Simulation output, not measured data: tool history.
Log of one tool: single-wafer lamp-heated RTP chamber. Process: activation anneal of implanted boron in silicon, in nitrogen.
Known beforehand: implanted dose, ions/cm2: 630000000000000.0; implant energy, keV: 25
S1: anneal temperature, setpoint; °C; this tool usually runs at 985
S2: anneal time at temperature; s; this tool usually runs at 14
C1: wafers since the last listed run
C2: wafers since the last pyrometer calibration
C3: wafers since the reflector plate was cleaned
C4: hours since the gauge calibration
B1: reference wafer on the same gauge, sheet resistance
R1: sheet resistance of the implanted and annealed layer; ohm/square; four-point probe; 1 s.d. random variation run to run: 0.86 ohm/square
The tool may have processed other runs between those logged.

run 1 hour=0 | S1=985 S2=9 | C1=0 C2=5765 C3=4661 C4=1508.1 | B1=194.26 | R1=173.44
run 2 hour=65.4 | S1=985 S2=9 | C1=1306 C2=7071 C3=5968 C4=1573.5 | B1=193.86 | R1=172.37
run 3 hour=136.4 | S1=985 S2=9 | C1=1418 C2=8489 C3=7386 C4=1644.5 | B1=194.03 | R1=173.43
run 4 hour=226.7 | S1=985 S2=14 | C1=1803 C2=10293 C3=9189 C4=1734.8 | B1=193.89 | R1=169.89
run 5 hour=325.1 | S1=985 S2=14 | C1=1965 C2=12258 C3=11155 C4=1833.2 | B1=193.62 | R1=170.84
-- hour=392.4 reflector plate cleaned
-- hour=409.4 pyrometer window cleaned and pyrometer calibrated
run 6 hour=418.9 | S1=985 S2=14 | C1=1553 C2=189 C3=369 C4=1927 | B1=193.93 | R1=171.15
run 7 hour=535.9 | S1=985 S2=14 | C1=2336 C2=2526 C3=2706 C4=2044 | B1=193.97 | R1=170.04
run 8 hour=592.3 | S1=985 S2=16 | C1=1126 C2=3652 C3=3833 C4=2100.4 | B1=193.89 | R1=171.32
run 9 hour=659.7 | S1=985 S2=14 | C1=1346 C2=4999 C3=5179 C4=2167.8 | B1=194.08 | R1=170.57
run 10 hour=743.6 | S1=985 S2=14 | C1=1675 C2=6675 C3=6855 C4=2251.7 | B1=193.88 | R1=169.42
run 11 hour=779.8 | S1=962 S2=10 | C1=723 C2=7398 C3=7578 C4=2287.9 | B1=193.81 | R1=202.3
run 12 hour=860.8 | S1=962 S2=10 | C1=1617 C2=9015 C3=9196 C4=2368.9 | B1=193.8 | R1=200.75
-- hour=954.4 reflector plate cleaned
run 13 hour=981.4 | S1=962 S2=10 | C1=2249 C2=11265 C3=539 C4=2489.5 | B1=193.9 | R1=201.68
run 14 hour=1088.4 | S1=966 S2=16 | C1=2137 C2=13402 C3=2676 C4=2596.5 | B1=194.2 | R1=188.58
-- hour=1113.4 pyrometer window cleaned and pyrometer calibrated
run 15 hour=1247.9 | S1=966 S2=16 | C1=3026 C2=2685 C3=5702 C4=2756 | B1=194.04 | R1=188.53
-- hour=1477.4 gauge calibrated
run 16 hour=1568 | S1=977 S2=14 | C1=6393 C2=9079 C3=12096 C4=90.6 | B1=194.24 | R1=175.16
-- hour=1577.6 reflector plate cleaned
run 17 hour=1665.6 | S1=977 S2=14 | C1=1789 C2=10869 C3=1756 C4=188.2 | B1=193.64 | R1=175.52
-- hour=1719.8 pyrometer window cleaned and pyrometer calibrated
run 18 hour=1766.5 | S1=1004 S2=18 | C1=1855 C2=931 C3=3612 C4=289.1 | B1=194.15 | R1=161
run 19 hour=1861.3 | S1=995 S2=8 | C1=1893 C2=2825 C3=5505 C4=383.9 | B1=193.65 | R1=165.95
run 20 hour=1967.1 | S1=985 S2=14 | C1=2113 C2=4938 C3=7619 C4=489.7 | B1=194.04 | R1=169.73
run 21 hour=2037.7 | S1=975 S2=9 | C1=1410 C2=6348 C3=9029 C4=560.3 | B1=193.76 | R1=182.35
run 22 hour=2101.8 | S1=969 S2=14 | C1=1280 C2=7629 C3=10309 C4=624.4 | B1=194.24 | R1=186.14
run 23 hour=2165.4 | S1=1006 S2=17 | C1=1270 C2=8899 C3=11580 C4=688 | B1=193.82 | R1=161.37
-- hour=2246.4 reflector plate cleaned
run 24 hour=2249.3 | S1=995 S2=12 | C1=1516 C2=10415 C3=57 C4=771.9 | B1=194.24 | R1=166
-- hour=2301.1 pyrometer window cleaned and pyrometer calibrated
run 25 hour=2374.2 | S1=985 S2=14 | C1=2334 C2=1460 C3=2391 C4=896.8 | B1=194.27 | R1=168.61
run 26 hour=2480.5 | S1=993 S2=21 | C1=2123 C2=3584 C3=4515 C4=1003.1 | B1=193.99 | R1=163.26
run 27 hour=2569.2 | S1=1003 S2=14 | C1=1771 C2=5355 C3=6286 C4=1091.8 | B1=193.84 | R1=161.41
run 28 hour=2627.3 | S1=965 S2=20 | C1=1160 C2=6516 C3=7447 C4=1149.9 | B1=193.97 | R1=185.8
run 29 hour=2731 | S1=985 S2=14 | C1=2071 C2=8587 C3=9518 C4=1253.6 | B1=194.02 | R1=170.97
run 30 hour=2807.2 | S1=977 S2=14 | C1=1522 C2=10109 C3=11040 C4=1329.8 | B1=193.53 | R1=176.56
-- hour=2848.3 reflector plate cleaned
run 31 hour=2858.7 | S1=965 S2=21 | C1=868 C2=10978 C3=208 C4=1381.3 | B1=193.9 | R1=184.95
-- hour=2970.4 pyrometer window cleaned and pyrometer calibrated
run 32 hour=2970.9 | S1=1006 S2=17 | C1=2081 C2=9 C3=2289 C4=1493.5 | B1=194.56 | R1=159.56
run 33 hour=3035 | S1=967 S2=6 | C1=1280 C2=1289 C3=3570 C4=1557.6 | B1=193.63 | R1=195.71
run 34 hour=3134.4 | S1=967 S2=6 | C1=1985 C2=3275 C3=5555 C4=1657 | B1=193.7 | R1=196.57

Give the tool's hidden conditions for every run:
true wafer temperature minus pyrometer reading, K: 0 at every run
wafer temperature error from the tarnished reflector plate, K: 0 at every run
gauge reads high (%): 0 at every run
